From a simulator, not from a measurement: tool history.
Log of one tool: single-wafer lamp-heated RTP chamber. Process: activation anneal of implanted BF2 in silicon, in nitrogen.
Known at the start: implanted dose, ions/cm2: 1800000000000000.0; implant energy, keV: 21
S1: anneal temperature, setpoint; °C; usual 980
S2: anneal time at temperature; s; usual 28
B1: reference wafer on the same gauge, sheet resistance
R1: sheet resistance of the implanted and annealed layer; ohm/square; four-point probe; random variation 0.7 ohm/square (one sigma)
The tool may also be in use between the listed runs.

run	hour	S1	S2	B1	R1
1	0.0	980	28	228.74	201.82
2	45.9	980	28	229.21	203.11
3	107.4	980	28	228.85	201.32
4	174.4	980	28	228.85	201.29
5	214.9	980	28	229.13	200.54
6	255.6	980	28	229.08	200.72
7	292.9	980	32	228.97	196.69
8	339.8	980	32	229.05	197.19
9	375.2	980	32	229.01	196.28
# hour 444.6: pyrometer window cleaned and pyrometer calibrated
# hour 552.2: reflector plate cleaned
10	565.6	989	18	229.05	199.83
11	608.4	989	18	228.90	199.82
12	639.1	980	28	229.10	200.54
13	679.7	980	28	229.03	200.74
14	722.7	980	28	228.95	201.64
15	800.8	1006	15	229.06	178.88
16	872.0	1001	12	229.02	193.11
17	936.7	980	36	228.97	190.26
# hour 971.6: pyrometer window cleaned and pyrometer calibrated
18	972.1	980	34	229.02	198.87
19	988.2	980	28	228.93	204.36
20	1041.2	960	37	228.87	232.07
# hour 1053.9: gauge calibrated
21	1088.7	980	28	229.09	202.19
22	1148.4	980	28	228.92	201.93
23	1187.9	962	41	229.23	224.05
24	1237.3	965	40	228.76	217.22
25	1284.8	980	28	229.03	200.37
26	1350.7	968	44	229.05	207.19
27	1405.6	1004	40	229.11	150.67

Forecast each of these 5 alternatives for the next run:
A	1406.0	972	28	?	?
B	1406.0	980	42	?	?
C	1406.0	954	41	?	?
D	1406.0	951	14	?	?
E	1406.0	966	16	?	?

run	B1	R1
A	229.27	214.57
B	229.27	186.47
C	229.27	238.63
D	229.27	269.87
E	229.27	240.21
Without the tool's hidden state the same runs would have given:
run	R1
A	219.37
B	191.14
C	244.06
D	274.65
E	244.79

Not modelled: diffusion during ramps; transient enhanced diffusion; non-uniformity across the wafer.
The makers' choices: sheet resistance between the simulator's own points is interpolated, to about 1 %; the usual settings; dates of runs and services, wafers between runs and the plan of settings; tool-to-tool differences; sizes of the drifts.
